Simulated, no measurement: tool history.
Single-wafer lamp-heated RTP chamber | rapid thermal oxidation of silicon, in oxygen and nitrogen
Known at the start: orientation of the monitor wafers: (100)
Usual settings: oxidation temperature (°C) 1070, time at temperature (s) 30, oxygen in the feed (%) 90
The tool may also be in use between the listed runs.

run   hour  oxidation temperature (°C)  time at temperature (s)  oxygen in the feed (%)  read-back reference wafer on the same gauge, thickness  oxide thickness on the monitor wafer (Å)
  1      0                        1070                       30                      90                                                    5.82                                     74.96
  2    6.9                        1070                       30                      90                                                   5.811                                     74.78
  3   58.9                        1070                       30                      90                                                   5.809                                      75.5
  4   74.3                        1070                       30                      90                                                   5.807                                     75.62
  5   85.8                        1070                       30                      90                                                   5.813                                     76.03
  6   95.5                        1070                       30                      90                                                   5.808                                     75.26
  7  102.6                        1070                       30                      90                                                   5.801                                     74.82
  8  126.9                        1070                       30                      90                                                   5.804                                     76.26
  9  137.3                        1070                       30                      90                                                   5.812                                     75.12
     146.2  -- gauge calibrated
 10  146.6                        1070                       30                      79                                                   5.808                                     72.73
 11  161.6                        1070                       30                      79                                                   5.811                                     72.02
 12  167.8                        1070                       30                      79                                                   5.805                                     72.08
 13  178.2                        1070                       30                      90                                                   5.814                                     75.61
     197.7  -- pyrometer window cleaned and pyrometer calibrated
 14  198.2                        1070                       30                      90                                                   5.806                                     77.93
 15  208.3                        1070                       30                      90                                                   5.815                                     77.97
 16  225.9                        1070                       24                      62                                                   5.804                                     62.02
 17    239                        1057                       43                      67                                                   5.807                                     75.25
 18  250.2                        1096                       30                      90                                                   5.807                                     92.53
 19  263.7                        1092                       30                      90                                                    5.81                                     90.54
     277.8  -- oxygen flow controller replaced
     279.2  -- pyrometer window cleaned and pyrometer calibrated, repeated, since the last time left the tool worse
 20  279.7                        1043                       36                      90                                                   5.812                                     65.32
 21  282.3                        1087                       30                      90                                                   5.813                                     81.99
 22  297.4                        1070                       30                      90                                                   5.809                                     73.64
 23  305.7                        1070                       30                      90                                                   5.814                                     73.58
 24  318.9                        1070                       30                      71                                                   5.808                                     67.21
 25  336.4                        1084                       24                      73                                                    5.81                                     67.96
 26  347.5                        1052                       16                      98                                                   5.813                                     51.84
 27  359.5                        1070                       30                      90                                                   5.807                                     73.93
 28  376.1                        1096                       39                      64                                                   5.806                                     86.28
 29  393.1                        1081                       41                      73                                                   5.809                                     84.36
 30  409.2                        1079                       30                      90                                                   5.811                                        79
     418.8  -- gauge calibrated
 31  425.9                        1042                       39                      64                                                   5.814                                     61.19

Forecast each of these 5 alternatives for the next run:
  A  426.4                        1091                       30                      90                                                       ?                                         ?
  B  426.4                        1094                       30                      66                                                       ?                                         ?
  C  426.4                        1070                       30                      61                                                       ?                                         ?
  D  426.4                        1097                       35                      98                                                       ?                                         ?
  E  426.4                        1041                       25                      72                                                       ?                                         ?

run  read-back reference wafer on the same gauge, thickness  oxide thickness on the monitor wafer (Å)
  A                                                   5.812                                     85.15
  B                                                   5.812                                     77.78
  C                                                   5.812                                     64.83
  D                                                   5.812                                     97.42
  E                                                   5.812                                     52.49
Without the tool's hidden state the same runs would have given:
run  oxide thickness on the monitor wafer (Å)
  A                                     83.07
  B                                     75.89
  C                                      63.2
  D                                     95.05
  E                                     51.14
